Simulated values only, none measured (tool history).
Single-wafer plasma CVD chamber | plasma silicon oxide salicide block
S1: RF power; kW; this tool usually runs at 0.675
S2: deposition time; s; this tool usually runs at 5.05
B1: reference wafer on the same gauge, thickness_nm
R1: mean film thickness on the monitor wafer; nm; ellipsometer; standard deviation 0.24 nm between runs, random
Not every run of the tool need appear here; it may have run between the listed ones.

run,hour,S1,S2,B1,R1
1,0.0,0.675,5.30,40.642,51.192
2,73.0,0.675,5.30,40.621,51.036
3,176.0,0.675,5.05,40.611,48.910
4,279.4,0.675,5.05,40.564,48.302
5,343.3,0.675,5.05,40.624,48.442
6,432.8,0.675,5.05,40.597,48.606
7,476.1,0.675,5.05,40.530,48.484
8,514.0,0.675,5.05,40.660,48.297
9,590.8,0.750,4.62,40.644,46.309
10,654.4,0.750,4.62,40.636,46.137
# hour 671.1: gauge calibrated
11,747.6,0.675,5.05,40.599,48.244
12,829.2,0.675,5.05,40.654,48.481
# hour 849.2: showerhead replaced
13,935.4,0.675,5.05,40.635,48.379
14,1014.7,0.560,5.49,40.614,48.401
# hour 1090.2: RF generator calibrated
15,1092.1,0.675,5.65,40.593,55.578
16,1167.2,0.780,4.48,40.610,46.614
17,1247.3,0.550,5.76,40.645,51.387
18,1340.0,0.805,5.93,40.552,61.339
19,1408.9,0.560,5.44,40.625,48.810
20,1469.3,0.675,5.05,40.631,48.875
21,1557.0,0.770,5.81,40.542,59.457
22,1632.7,0.585,5.64,40.600,51.405
23,1717.2,0.675,5.05,40.550,48.654
# hour 1753.3: gauge calibrated
24,1800.1,0.675,4.43,40.577,42.375
25,1856.6,0.675,4.11,40.672,39.586
26,1933.4,0.675,4.06,40.594,38.752
27,1995.4,0.675,5.05,40.654,48.464

What if the next run were any one of these 4? Each begins from the tool's condition after run 27:
A,1995.8,0.675,5.44,?,?
B,1995.8,0.675,4.24,?,?
C,1995.8,0.610,4.20,?,?
D,1995.8,0.720,5.80,?,?

run,B1,R1
A,40.651,52.401
B,40.651,40.842
C,40.651,38.801
D,40.651,57.333
What these runs would have given with no unlogged condition in the tool:
run,R1
A,53.984
B,42.076
C,39.973
D,59.064
